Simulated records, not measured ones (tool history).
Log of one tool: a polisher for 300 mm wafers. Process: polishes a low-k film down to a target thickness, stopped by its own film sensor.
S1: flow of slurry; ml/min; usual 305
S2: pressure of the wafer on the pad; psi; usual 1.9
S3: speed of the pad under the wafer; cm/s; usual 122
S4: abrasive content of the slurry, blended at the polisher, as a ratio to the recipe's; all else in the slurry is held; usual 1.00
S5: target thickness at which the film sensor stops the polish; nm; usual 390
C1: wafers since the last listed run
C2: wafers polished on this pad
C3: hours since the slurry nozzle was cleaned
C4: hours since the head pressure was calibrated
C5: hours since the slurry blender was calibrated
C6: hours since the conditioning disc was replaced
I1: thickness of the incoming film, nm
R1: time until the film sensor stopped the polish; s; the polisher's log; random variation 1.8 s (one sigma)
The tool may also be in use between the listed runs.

run 1 day=0.000 | S1=305 S2=1.9 S3=122 S4=1.00 S5=390 | C1=0 C2=356 C3=481.6 C4=400.5 C5=82.5 C6=460.5 | I1=449.1 | R1=149.4
run 2 day=1.900 | S1=305 S2=1.9 S3=122 S4=1.00 S5=390 | C1=431 C2=787 C3=527.2 C4=446.1 C5=128.1 C6=506.1 | I1=443.3 | R1=141.4
run 3 day=3.796 | S1=305 S2=1.9 S3=122 S4=1.00 S5=390 | C1=430 C2=1218 C3=572.7 C4=491.6 C5=173.6 C6=551.6 | I1=457.2 | R1=179.2
-- day=4.700 slurry blender recalibrated
-- day=5.992 worn pad replaced by a new one
-- day=6.350 slurry nozzle cleaned
-- day=6.629 conditioning disc replaced and pad reconditioned
run 4 day=6.662 | S1=305 S2=2.4 S3=146 S4=1.00 S5=390 | C1=566 C2=123 C3=7.5 C4=560.4 C5=47.1 C6=0.8 | I1=455.3 | R1=122.9
run 5 day=8.838 | S1=305 S2=1.9 S3=122 S4=1.00 S5=390 | C1=494 C2=617 C3=59.7 C4=612.6 C5=99.3 C6=53.0 | I1=447.3 | R1=149.5
run 6 day=12.092 | S1=305 S2=1.9 S3=122 S4=1.00 S5=390 | C1=739 C2=1357 C3=137.8 C4=690.7 C5=177.4 C6=131.1 | I1=451.8 | R1=171.5
-- day=13.325 head pressure recalibrated
-- day=13.446 slurry blender recalibrated
-- day=13.512 worn pad replaced by a new one
run 7 day=14.300 | S1=305 S2=1.9 S3=122 S4=1.00 S5=390 | C1=448 C2=179 C3=190.8 C4=23.4 C5=20.5 C6=184.1 | I1=450.8 | R1=153.1
run 8 day=18.754 | S1=305 S2=1.2 S3=96 S4=1.00 S5=390 | C1=1011 C2=1191 C3=297.7 C4=130.3 C5=127.4 C6=291.0 | I1=451.8 | R1=266.9
-- day=21.012 worn pad replaced by a new one
run 9 day=21.171 | S1=305 S2=1.9 S3=162 S4=1.00 S5=402 | C1=511 C2=36 C3=355.7 C4=188.3 C5=185.4 C6=349.0 | I1=452.6 | R1=115.8
-- day=21.796 slurry blender recalibrated
run 10 day=24.738 | S1=245 S2=1.4 S3=122 S4=1.10 S5=390 | C1=791 C2=827 C3=441.3 C4=273.9 C5=70.6 C6=434.6 | I1=451.1 | R1=199.7
run 11 day=26.633 | S1=390 S2=2.6 S3=90 S4=1.15 S5=390 | C1=430 C2=1258 C3=486.8 C4=319.4 C5=116.1 C6=480.1 | I1=452.7 | R1=144.3
-- day=27.433 slurry nozzle cleaned
run 12 day=28.646 | S1=305 S2=1.9 S3=122 S4=1.00 S5=390 | C1=447 C2=1705 C3=29.1 C4=367.7 C5=164.4 C6=528.4 | I1=446.4 | R1=150.8
-- day=29.054 worn pad replaced by a new one
-- day=29.600 conditioning disc replaced and pad reconditioned
-- day=31.183 slurry blender recalibrated
run 13 day=32.196 | S1=265 S2=2.1 S3=122 S4=1.00 S5=390 | C1=730 C2=675 C3=114.3 C4=452.9 C5=24.3 C6=62.3 | I1=448.1 | R1=139.2
run 14 day=34.358 | S1=305 S2=1.9 S3=122 S4=1.00 S5=390 | C1=491 C2=1167 C3=166.2 C4=504.8 C5=76.2 C6=114.2 | I1=446.3 | R1=145.3
-- day=36.838 worn pad replaced by a new one
run 15 day=37.279 | S1=305 S2=1.9 S3=100 S4=1.00 S5=390 | C1=625 C2=100 C3=236.3 C4=574.9 C5=146.3 C6=184.3 | I1=447.1 | R1=170.7

Forecast each of these 5 alternatives for the next run:
run A day=37.300 | S1=305 S2=1.9 S3=122 S4=1.00 S5=390 | C1=4 C2=105 C3=236.8 C4=575.4 C5=146.8 C6=184.8 | I1=453.7 | R1=?
run B day=37.300 | S1=305 S2=1.9 S3=122 S4=1.00 S5=407 | C1=4 C2=105 C3=236.8 C4=575.4 C5=146.8 C6=184.8 | I1=453.7 | R1=?
run C day=37.300 | S1=305 S2=1.9 S3=138 S4=1.00 S5=390 | C1=4 C2=105 C3=236.8 C4=575.4 C5=146.8 C6=184.8 | I1=453.7 | R1=?
run D day=37.300 | S1=305 S2=1.9 S3=122 S4=1.00 S5=406 | C1=4 C2=105 C3=236.8 C4=575.4 C5=146.8 C6=184.8 | I1=453.7 | R1=?
run E day=37.300 | S1=305 S2=1.9 S3=136 S4=1.00 S5=403 | C1=4 C2=105 C3=236.8 C4=575.4 C5=146.8 C6=184.8 | I1=453.7 | R1=?

run=A R1=175.2
run=B R1=128.5
run=C R1=162.7
run=D R1=131.2
run=E R1=130.7
Without the tool's hidden state the same runs would have given:
run=A R1=166.1
run=B R1=121.8
run=C R1=154.2
run=D R1=124.4
run=E R1=123.9
